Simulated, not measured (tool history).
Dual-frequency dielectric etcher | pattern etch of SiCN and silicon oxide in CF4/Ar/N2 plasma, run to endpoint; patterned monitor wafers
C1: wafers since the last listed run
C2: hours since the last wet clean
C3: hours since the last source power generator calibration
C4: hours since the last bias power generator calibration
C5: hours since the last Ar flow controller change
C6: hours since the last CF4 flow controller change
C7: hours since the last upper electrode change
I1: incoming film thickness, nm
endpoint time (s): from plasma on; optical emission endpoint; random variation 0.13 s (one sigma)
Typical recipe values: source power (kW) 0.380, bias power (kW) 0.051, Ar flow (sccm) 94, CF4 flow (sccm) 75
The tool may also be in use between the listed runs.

{"run": 1, "hour": 0.0, "source power (kW)": 0.38, "bias power (kW)": 0.051, "Ar flow (sccm)": 94, "CF4 flow (sccm)": 75, "C1": 0, "C2": 210.2, "C3": 3555.4, "C4": 3265.9, "C5": 5252.8, "C6": 2955.0, "C7": 11.4, "I1": 15.72, "endpoint time (s)": 22.7}
{"hour": 164.1, "done": "source power generator calibrated"}
{"run": 2, "hour": 171.5, "source power (kW)": 0.45, "bias power (kW)": 0.051, "Ar flow (sccm)": 100, "CF4 flow (sccm)": 75, "C1": 1858, "C2": 381.7, "C3": 7.4, "C4": 3437.4, "C5": 5424.3, "C6": 3126.5, "C7": 182.9, "I1": 15.78, "endpoint time (s)": 20.2}
{"run": 3, "hour": 235.3, "source power (kW)": 0.45, "bias power (kW)": 0.051, "Ar flow (sccm)": 100, "CF4 flow (sccm)": 75, "C1": 708, "C2": 445.5, "C3": 71.2, "C4": 3501.2, "C5": 5488.1, "C6": 3190.3, "C7": 246.7, "I1": 15.84, "endpoint time (s)": 20.5}
{"hour": 266.4, "done": "wet clean of the chamber"}
{"run": 4, "hour": 303.1, "source power (kW)": 0.38, "bias power (kW)": 0.051, "Ar flow (sccm)": 94, "CF4 flow (sccm)": 75, "C1": 486, "C2": 36.7, "C3": 139.0, "C4": 3569.0, "C5": 5555.9, "C6": 3258.1, "C7": 314.5, "I1": 15.75, "endpoint time (s)": 23.7}
{"run": 5, "hour": 328.9, "source power (kW)": 0.45, "bias power (kW)": 0.051, "Ar flow (sccm)": 100, "CF4 flow (sccm)": 75, "C1": 286, "C2": 62.5, "C3": 164.8, "C4": 3594.8, "C5": 5581.7, "C6": 3283.9, "C7": 340.3, "I1": 15.78, "endpoint time (s)": 20.3}
{"run": 6, "hour": 398.6, "source power (kW)": 0.45, "bias power (kW)": 0.051, "Ar flow (sccm)": 94, "CF4 flow (sccm)": 57, "C1": 773, "C2": 132.2, "C3": 234.5, "C4": 3664.5, "C5": 5651.4, "C6": 3353.6, "C7": 410.0, "I1": 15.87, "endpoint time (s)": 20.8}
{"run": 7, "hour": 462.1, "source power (kW)": 0.35, "bias power (kW)": 0.051, "Ar flow (sccm)": 84, "CF4 flow (sccm)": 60, "C1": 704, "C2": 195.7, "C3": 298.0, "C4": 3728.0, "C5": 5714.9, "C6": 3417.1, "C7": 473.5, "I1": 15.79, "endpoint time (s)": 26.0}
{"run": 8, "hour": 522.4, "source power (kW)": 0.38, "bias power (kW)": 0.059, "Ar flow (sccm)": 94, "CF4 flow (sccm)": 75, "C1": 669, "C2": 256.0, "C3": 358.3, "C4": 3788.3, "C5": 5775.2, "C6": 3477.4, "C7": 533.8, "I1": 15.66, "endpoint time (s)": 22.6}
{"run": 9, "hour": 593.8, "source power (kW)": 0.38, "bias power (kW)": 0.048, "Ar flow (sccm)": 94, "CF4 flow (sccm)": 75, "C1": 792, "C2": 327.4, "C3": 429.7, "C4": 3859.7, "C5": 5846.6, "C6": 3548.8, "C7": 605.2, "I1": 15.77, "endpoint time (s)": 24.1}
{"run": 10, "hour": 653.5, "source power (kW)": 0.38, "bias power (kW)": 0.051, "Ar flow (sccm)": 107, "CF4 flow (sccm)": 75, "C1": 662, "C2": 387.1, "C3": 489.4, "C4": 3919.4, "C5": 5906.3, "C6": 3608.5, "C7": 664.9, "I1": 15.8, "endpoint time (s)": 24.0}
{"run": 11, "hour": 683.9, "source power (kW)": 0.29, "bias power (kW)": 0.061, "Ar flow (sccm)": 94, "CF4 flow (sccm)": 75, "C1": 337, "C2": 417.5, "C3": 519.8, "C4": 3949.8, "C5": 5936.7, "C6": 3638.9, "C7": 695.3, "I1": 15.76, "endpoint time (s)": 29.3}
{"hour": 710.9, "done": "Ar flow controller replaced"}
{"hour": 714.3, "done": "CF4 flow controller replaced"}
{"hour": 716.4, "done": "wet clean of the chamber"}
{"run": 12, "hour": 740.5, "source power (kW)": 0.38, "bias power (kW)": 0.046, "Ar flow (sccm)": 87, "CF4 flow (sccm)": 75, "C1": 500, "C2": 24.1, "C3": 576.4, "C4": 4006.4, "C5": 29.6, "C6": 26.2, "C7": 751.9, "I1": 15.85, "endpoint time (s)": 24.2}
{"hour": 763.4, "done": "bias power generator calibrated"}
{"run": 13, "hour": 773.0, "source power (kW)": 0.38, "bias power (kW)": 0.051, "Ar flow (sccm)": 94, "CF4 flow (sccm)": 93, "C1": 316, "C2": 56.6, "C3": 608.9, "C4": 9.6, "C5": 62.1, "C6": 58.7, "C7": 784.4, "I1": 15.8, "endpoint time (s)": 22.9}
{"run": 14, "hour": 822.7, "source power (kW)": 0.38, "bias power (kW)": 0.051, "Ar flow (sccm)": 94, "CF4 flow (sccm)": 75, "C1": 551, "C2": 106.3, "C3": 658.6, "C4": 59.3, "C5": 111.8, "C6": 108.4, "C7": 834.1, "I1": 15.78, "endpoint time (s)": 23.4}
{"run": 15, "hour": 848.1, "source power (kW)": 0.38, "bias power (kW)": 0.051, "Ar flow (sccm)": 94, "CF4 flow (sccm)": 57, "C1": 281, "C2": 131.7, "C3": 684.0, "C4": 84.7, "C5": 137.2, "C6": 133.8, "C7": 859.5, "I1": 15.75, "endpoint time (s)": 24.2}
{"run": 16, "hour": 897.4, "source power (kW)": 0.41, "bias power (kW)": 0.062, "Ar flow (sccm)": 107, "CF4 flow (sccm)": 85, "C1": 547, "C2": 181.0, "C3": 733.3, "C4": 134.0, "C5": 186.5, "C6": 183.1, "C7": 908.8, "I1": 15.74, "endpoint time (s)": 20.6}
{"run": 17, "hour": 942.3, "source power (kW)": 0.38, "bias power (kW)": 0.057, "Ar flow (sccm)": 80, "CF4 flow (sccm)": 75, "C1": 498, "C2": 225.9, "C3": 778.2, "C4": 178.9, "C5": 231.4, "C6": 228.0, "C7": 953.7, "I1": 15.81, "endpoint time (s)": 22.4}
{"run": 18, "hour": 1000.6, "source power (kW)": 0.33, "bias power (kW)": 0.051, "Ar flow (sccm)": 94, "CF4 flow (sccm)": 75, "C1": 646, "C2": 284.2, "C3": 836.5, "C4": 237.2, "C5": 289.7, "C6": 286.3, "C7": 1012.0, "I1": 15.75, "endpoint time (s)": 26.8}
{"run": 19, "hour": 1032.3, "source power (kW)": 0.38, "bias power (kW)": 0.047, "Ar flow (sccm)": 114, "CF4 flow (sccm)": 75, "C1": 351, "C2": 315.9, "C3": 868.2, "C4": 268.9, "C5": 321.4, "C6": 318.0, "C7": 1043.7, "I1": 15.72, "endpoint time (s)": 24.7}
{"run": 20, "hour": 1072.7, "source power (kW)": 0.38, "bias power (kW)": 0.051, "Ar flow (sccm)": 94, "CF4 flow (sccm)": 93, "C1": 448, "C2": 356.3, "C3": 908.6, "C4": 309.3, "C5": 361.8, "C6": 358.4, "C7": 1084.1, "I1": 15.91, "endpoint time (s)": 23.3}
{"run": 21, "hour": 1172.0, "source power (kW)": 0.38, "bias power (kW)": 0.051, "Ar flow (sccm)": 94, "CF4 flow (sccm)": 75, "C1": 1101, "C2": 455.6, "C3": 1007.9, "C4": 408.6, "C5": 461.1, "C6": 457.7, "C7": 1183.4, "I1": 15.73, "endpoint time (s)": 23.1}
{"hour": 1214.5, "done": "wet clean of the chamber"}
{"run": 22, "hour": 1215.0, "source power (kW)": 0.38, "bias power (kW)": 0.051, "Ar flow (sccm)": 94, "CF4 flow (sccm)": 75, "C1": 210, "C2": 0.5, "C3": 1050.9, "C4": 451.6, "C5": 504.1, "C6": 500.7, "C7": 1226.4, "I1": 15.67, "endpoint time (s)": 23.3}
{"run": 23, "hour": 1258.6, "source power (kW)": 0.43, "bias power (kW)": 0.051, "Ar flow (sccm)": 86, "CF4 flow (sccm)": 58, "C1": 483, "C2": 44.1, "C3": 1094.5, "C4": 495.2, "C5": 547.7, "C6": 544.3, "C7": 1270.0, "I1": 15.93, "endpoint time (s)": 21.3}

Each run again, without the hidden state but with its own random variation kept:
Hidden state at play: etch rate over this chamber's usual, %; source power that arrives over what is set, %; bias power that arrives over what is set, %; Ar flow that arrives over what is set, %; CF4 flow that arrives over what is set, %.
run=1 endpoint_time_(s)=23.8
run=2 endpoint_time_(s)=20.2
run=3 endpoint_time_(s)=20.5
run=4 endpoint_time_(s)=23.7
run=5 endpoint_time_(s)=20.3
run=6 endpoint_time_(s)=20.8
run=7 endpoint_time_(s)=26.1
run=8 endpoint_time_(s)=22.7
run=9 endpoint_time_(s)=24.2
run=10 endpoint_time_(s)=24.2
run=11 endpoint_time_(s)=29.5
run=12 endpoint_time_(s)=24.3
run=13 endpoint_time_(s)=23.1
run=14 endpoint_time_(s)=23.6
run=15 endpoint_time_(s)=24.4
run=16 endpoint_time_(s)=20.8
run=17 endpoint_time_(s)=22.6
run=18 endpoint_time_(s)=27.1
run=19 endpoint_time_(s)=24.9
run=20 endpoint_time_(s)=23.6
run=21 endpoint_time_(s)=23.4
run=22 endpoint_time_(s)=23.6
run=23 endpoint_time_(s)=21.6

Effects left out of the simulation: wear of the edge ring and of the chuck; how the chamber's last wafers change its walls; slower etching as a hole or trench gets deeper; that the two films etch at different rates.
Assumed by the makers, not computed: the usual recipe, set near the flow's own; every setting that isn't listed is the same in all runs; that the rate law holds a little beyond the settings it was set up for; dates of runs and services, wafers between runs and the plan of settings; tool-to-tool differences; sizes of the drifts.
